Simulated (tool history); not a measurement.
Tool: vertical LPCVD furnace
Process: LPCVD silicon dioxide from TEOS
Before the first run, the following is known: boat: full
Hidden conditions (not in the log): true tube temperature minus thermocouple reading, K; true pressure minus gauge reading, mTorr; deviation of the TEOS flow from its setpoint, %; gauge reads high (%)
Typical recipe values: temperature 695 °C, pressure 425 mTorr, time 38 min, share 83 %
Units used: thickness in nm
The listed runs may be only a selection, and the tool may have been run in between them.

run,hour,temperature,pressure,time,share,wafers since the last listed run,hours since the last temperature calibration,hours since the pressure gauge was zeroed,hours since the TEOS flow controller was replaced,hours since the gauge calibration,"read-back reference wafer on the same gauge, thickness",thickness
1,0,695,425,38,70,0,1604.7,3049.9,5192.8,1194,294.17,298.58
2,86.9,695,425,38,83,1532,1691.6,3136.8,5279.7,1280.9,293.98,323.71
3,160,695,425,38,83,1289,1764.7,3209.9,5352.8,1354,294.06,324.97
4,251.5,699,425,38,83,1614,1856.2,3301.4,5444.3,1445.5,293.97,357.67
5,318.1,699,425,38,83,1174,1922.8,3368,5510.9,1512.1,293.72,359.94
6,394.9,695,480,38,83,1354,1999.6,3444.8,5587.7,1588.9,293.64,346.14
7,470.2,695,480,38,83,1328,2074.9,3520.1,5663,1664.2,294.15,346.62
# hour 519.2: pressure gauge zeroed
8,538,695,425,38,83,772,2142.7,18.8,5730.8,1732,293.93,325.28
# hour 562.1: gauge calibrated
9,604.4,695,425,38,83,1171,2209.1,85.2,5797.2,42.3,293.88,323.58
10,650.1,695,345,38,83,806,2254.8,130.9,5842.9,88,293.84,293.38
11,735.5,695,345,38,83,1506,2340.2,216.3,5928.3,173.4,294.01,292.69
12,811.4,695,425,38,83,1338,2416.1,292.2,6004.2,249.3,293.53,327.56
13,902.5,695,425,38,83,1607,2507.2,383.3,6095.3,340.4,293.26,325.07
14,988.2,702,425,38,83,1511,2592.9,469,6181,426.1,294.4,385.91
15,1037,695,425,50,69,860,2641.7,517.8,6229.8,474.9,294.52,390.77
16,1103,685,460,51,71,1164,2707.7,583.8,6295.8,540.9,293.71,331.29
17,1139.6,702,325,38,83,645,2744.3,620.4,6332.4,577.5,294.09,335.77
18,1212.8,690,340,34,91,1291,2817.5,693.6,6405.6,650.7,294.24,244.26
# hour 1238.1: TEOS flow controller replaced
# hour 1286.5: thermocouples replaced and temperature profile calibrated
19,1287,695,455,38,83,462,0.5,767.8,48.9,724.9,293.46,317.63
20,1327.3,695,425,38,83,710,40.8,808.1,89.2,765.2,293.41,308
21,1379.2,691,425,38,83,915,92.7,860,141.1,817.1,293.64,280.36
22,1460.3,695,425,38,75,1430,173.8,941.1,222.2,898.2,294.62,292.62
23,1499,695,325,26,97,682,212.5,979.8,260.9,936.9,293.87,200.32
24,1546,695,425,38,83,829,259.5,1026.8,307.9,983.9,293.56,312.47
25,1651.2,695,425,38,83,1855,364.7,1132,413.1,1089.1,294.07,312.63
26,1695.5,701,425,23.5,83,781,409,1176.3,457.4,1133.4,294.42,224.98

Some steps in thickness, run to run, broken into two amounts with sign: the step expected even without the hidden condition (settings, incoming material, random variation), and the rest, left for the hidden condition together with whatever gauge scatter is not in both the measured and the hidden-condition-free result:
Run 17 -> 18: temperature 702 -> 690, pressure 325 -> 340, time 38 -> 34, share 83 -> 91. thickness -91.51 nm: hidden state -5.76, all else -85.75.
Run 18 -> 19: temperature 690 -> 695, pressure 340 -> 455, time 34 -> 38, share 91 -> 83, TEOS flow controller replaced, thermocouples replaced and temperature profile calibrated. thickness +73.37 nm: hidden state -14.87, all else +88.24.
Run 22 -> 23: pressure 425 -> 325, time 38 -> 26, share 75 -> 97. thickness -92.3 nm: hidden state -1.24, all else -91.06.
Run 23 -> 24: pressure 325 -> 425, time 26 -> 38, share 97 -> 83. thickness +112.15 nm: hidden state +3.11, all else +109.04.

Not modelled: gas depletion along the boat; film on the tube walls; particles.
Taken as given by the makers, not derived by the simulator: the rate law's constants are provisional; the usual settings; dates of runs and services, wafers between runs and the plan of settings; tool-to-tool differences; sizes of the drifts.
